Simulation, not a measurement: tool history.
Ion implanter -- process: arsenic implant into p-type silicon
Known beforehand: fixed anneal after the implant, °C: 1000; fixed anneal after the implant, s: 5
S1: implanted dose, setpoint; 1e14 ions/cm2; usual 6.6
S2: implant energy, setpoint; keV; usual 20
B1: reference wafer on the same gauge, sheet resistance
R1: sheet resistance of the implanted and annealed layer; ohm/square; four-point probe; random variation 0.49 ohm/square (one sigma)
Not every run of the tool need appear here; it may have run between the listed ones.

run,hour,S1,S2,B1,R1
1,0,6.6,20,170.26,172.31
2,33,6.6,20,170.38,172.55
3,54.3,6.6,14.5,170.36,183.91
4,67.2,6.6,14.5,170.47,184.16
5,80.4,6.6,15,170.54,183.81
6,100.3,6.6,15,170.48,182.37
7,123,6.6,20,170.57,171.79
8,151.7,6.6,20,170.72,172.39
9,173,6.6,20,170.79,172.41
10,200.4,6.6,18.5,170.88,175.06
# hour 212.8: gauge calibrated
11,217.4,6.6,18.5,168.91,172.97
12,244.7,6.6,22.5,169.04,166.83
13,276.8,5.81,23.5,168.98,178.85
14,291.4,7.78,18.5,168.97,158.56
15,318.4,7.78,18.5,169,159.67
16,335.2,7.78,18.5,168.93,160.03
17,350.9,7.37,25.5,168.98,151.84
18,384.4,7.72,16,169.02,165.63
19,401.6,8.31,26,169.05,140.83
20,414.7,6.09,15,168.97,187.24
21,450.4,6.6,25,169.1,162.26
22,475.1,7.58,20,169.04,158.3
23,498.3,4.71,26.5,169.1,201.44
24,529,8.27,22.5,169.1,147.29
25,553.3,6.6,20,169.12,171.11
26,574.8,5.8,18,169.08,188.82
# hour 596.8: Faraday cup replaced and dose calibrated
27,597.3,5.11,15,169.07,207.8
28,608.6,6.1,20,169.21,178.03
29,640.1,8.47,13,169.19,169.18
# hour 649.8: extraction supply calibrated
30,669.6,6.6,20,169.25,171.28
31,701.7,7.87,23.5,169.27,149.24
32,734.1,7.48,17,169.39,166.98
33,761.5,8.27,16,169.39,162.1
34,795.1,6.6,20,169.4,171.51
35,808.7,5.11,15,169.52,209.03
36,844.2,6.6,20,169.62,171.5
37,867,5.92,25.5,169.58,173.8
38,889.8,5.83,20,169.67,184.94

Predict each of these 3 candidate next runs independently; none follows another, all start after run 38:
A,890.2,6.6,20,?,?
B,890.2,8.32,14,?,?
C,890.2,4.7,14,?,?

run,B1,R1
A,169.56,170.95
B,169.56,166.96
C,169.56,222.95
Had the tool no hidden state, the same runs would have come out as:
run,R1
A,170.28
B,166.31
C,222.08

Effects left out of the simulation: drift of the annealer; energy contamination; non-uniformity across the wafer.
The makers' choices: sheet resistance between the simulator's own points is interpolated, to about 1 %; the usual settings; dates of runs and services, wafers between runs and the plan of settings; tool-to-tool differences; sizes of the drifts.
